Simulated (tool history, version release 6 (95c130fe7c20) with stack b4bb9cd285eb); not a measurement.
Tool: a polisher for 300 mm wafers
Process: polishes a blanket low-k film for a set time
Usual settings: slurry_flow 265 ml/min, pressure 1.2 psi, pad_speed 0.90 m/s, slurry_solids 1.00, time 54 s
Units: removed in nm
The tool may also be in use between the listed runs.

| run | hour | slurry_flow | pressure | pad_speed | slurry_solids | time | incoming thickness of the incoming film, nm | removed |
|---|---|---|---|---|---|---|---|---|
| 1 | 0.0 | 265 | 1.2 | 0.90 | 1.00 | 54 | 463.7 | 13.7 |
| 2 | 33.0 | 195 | 1.2 | 0.90 | 1.00 | 54 | 459.7 | 12.7 |
|  | 48.6 | slurry blender recalibrated |
| 3 | 49.1 | 195 | 1.2 | 0.90 | 1.00 | 54 | 461.4 | 12.6 |
| 4 | 73.9 | 265 | 0.9 | 0.90 | 1.00 | 54 | 462.6 | 9.9 |
| 5 | 97.8 | 265 | 1.2 | 0.90 | 1.00 | 54 | 459.2 | 12.9 |
| 6 | 131.9 | 265 | 1.2 | 0.78 | 1.00 | 54 | 458.8 | 11.8 |
|  | 155.3 | conditioning disc replaced and pad reconditioned |
| 7 | 162.4 | 265 | 1.2 | 1.22 | 1.00 | 68 | 456.4 | 19.9 |
|  | 177.7 | worn pad replaced by a new one |
| 8 | 182.2 | 310 | 0.8 | 0.90 | 1.10 | 40 | 450.0 | 6.9 |
| 9 | 201.8 | 265 | 1.2 | 0.90 | 1.00 | 36 | 462.1 | 8.6 |
| 10 | 235.8 | 290 | 1.2 | 0.70 | 0.90 | 67 | 464.0 | 13.3 |
| 11 | 260.6 | 345 | 1.2 | 0.90 | 1.00 | 54 | 461.5 | 13.2 |
|  | 266.9 | head pressure recalibrated |
| 12 | 291.0 | 265 | 1.2 | 0.90 | 1.00 | 54 | 461.0 | 13.4 |
|  | 314.7 | slurry nozzle cleaned |
| 13 | 318.3 | 265 | 1.2 | 0.90 | 1.00 | 54 | 454.3 | 13.1 |
|  | 340.7 | slurry blender recalibrated |
| 14 | 350.3 | 315 | 1.4 | 0.90 | 1.00 | 54 | 465.5 | 15.3 |
| 15 | 385.1 | 265 | 1.2 | 1.04 | 1.00 | 54 | 453.0 | 13.6 |
|  | 408.7 | worn pad replaced by a new one |
| 16 | 414.0 | 265 | 0.9 | 0.76 | 1.25 | 54 | 456.8 | 9.4 |
| 17 | 426.1 | 325 | 1.2 | 0.58 | 1.00 | 54 | 462.3 | 10.1 |
|  | 444.9 | conditioning disc replaced and pad reconditioned |
| 18 | 447.2 | 265 | 1.2 | 0.90 | 1.00 | 54 | 460.7 | 12.9 |
| 19 | 475.2 | 205 | 1.2 | 0.90 | 1.00 | 54 | 459.3 | 12.2 |
| 20 | 501.1 | 265 | 1.2 | 0.90 | 0.85 | 54 | 460.0 | 11.8 |
| 21 | 536.7 | 195 | 1.2 | 0.90 | 1.00 | 54 | 457.5 | 12.3 |
|  | 553.1 | head pressure recalibrated |
| 22 | 566.9 | 265 | 1.2 | 0.90 | 1.00 | 60 | 465.8 | 15.1 |

Run 23 comes next. What will it give?
| 23 | 602.6 | 235 | 1.2 | 1.14 | 1.20 | 54 | 460.3 | ? |

{"run 23": {"removed": 16.1}}
Without the tool's hidden state the same run would have given removed 17.4 nm.
